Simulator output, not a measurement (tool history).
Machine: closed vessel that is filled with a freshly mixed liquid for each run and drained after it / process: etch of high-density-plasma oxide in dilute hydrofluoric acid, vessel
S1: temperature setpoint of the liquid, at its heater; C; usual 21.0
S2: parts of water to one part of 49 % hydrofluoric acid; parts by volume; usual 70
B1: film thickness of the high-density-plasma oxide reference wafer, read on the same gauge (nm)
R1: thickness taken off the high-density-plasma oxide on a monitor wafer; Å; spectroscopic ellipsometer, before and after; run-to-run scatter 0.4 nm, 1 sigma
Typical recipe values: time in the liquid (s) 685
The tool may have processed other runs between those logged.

Run 1, day 0.000: usual settings; B1 80.00. Result: R1 446.5 Å.
Run 2, day 1.204: usual settings; B1 80.03. Result: R1 448.4 Å.
Run 3, day 1.854: usual settings; B1 80.02. Result: R1 446.3 Å.
Run 4, day 3.346: usual settings; B1 80.02. Result: R1 450.2 Å.
Run 5, day 4.700: usual settings; B1 79.97. Result: R1 449.0 Å.
Run 6, day 5.612: usual settings; B1 80.00. Result: R1 450.7 Å.
Run 7, day 6.225: usual settings; B1 80.03. Result: R1 448.2 Å.
Run 8, day 7.208: usual settings; B1 79.98. Result: R1 449.6 Å.
Run 9, day 8.479: usual settings; B1 80.01. Result: R1 450.3 Å.
Run 10, day 9.396: usual settings; B1 80.01. Result: R1 451.7 Å.
Run 11, day 10.567: usual settings; B1 79.99. Result: R1 456.4 Å.
Run 12, day 12.058: usual settings but S1 24.0 C; B1 79.99. Result: R1 506.5 Å.
Run 13, day 13.479: usual settings but S1 24.0 C; B1 79.98. Result: R1 510.7 Å.
Run 14, day 14.371: usual settings but S1 25.5 C; B1 79.98. Result: R1 546.2 Å.
Run 15, day 14.975: usual settings but S1 24.0 C, S2 100 parts by volume, time in the liquid (s) 875; B1 79.96. Result: R1 443.5 Å.
Run 16, day 16.192: usual settings but S2 100 parts by volume, time in the liquid (s) 480; B1 80.01. Result: R1 212.8 Å.
Run 17, day 17.467: usual settings; B1 79.99. Result: R1 447.0 Å.
Run 18, day 18.658: usual settings; B1 79.98. Result: R1 460.1 Å.
Run 19, day 19.675: usual settings but S2 50 parts by volume; B1 79.98. Result: R1 640.5 Å.
Run 20, day 20.642: usual settings but S2 90 parts by volume, time in the liquid (s) 385; B1 80.01. Result: R1 192.8 Å.
Run 21, day 22.133: usual settings; B1 80.04. Result: R1 441.6 Å.
Run 22, day 24.221: usual settings but time in the liquid (s) 875; B1 80.00. Result: R1 573.8 Å.
Run 23, day 25.642: usual settings but S1 23.5 C, S2 90 parts by volume, time in the liquid (s) 865; B1 80.01. Result: R1 471.8 Å.
Run 24, day 26.462: usual settings but S1 23.5 C, S2 95 parts by volume; B1 80.03. Result: R1 356.6 Å.
Run 25, day 27.000: usual settings; B1 80.00. Result: R1 446.3 Å.
Run 26, day 28.150: usual settings but S1 17.0 C, time in the liquid (s) 495; B1 79.98. Result: R1 274.4 Å.
Run 27, day 29.400: usual settings but S2 90 parts by volume; B1 80.00. Result: R1 341.0 Å.

Taken out of this log: 4 entries between the listed runs. Where each belongs, and how the hidden state differs across it:
Runs 11 to 12: thermometer replaced (day 10.783); hydrofluoric acid flow meter replaced (day 11.379)
  the hidden state is the same at both runs
Runs 12 to 13: gauge calibrated (day 12.104)
  the hidden state is the same at both runs
Runs 26 to 27: gauge calibrated (day 28.892)
  the hidden state is the same at both runs
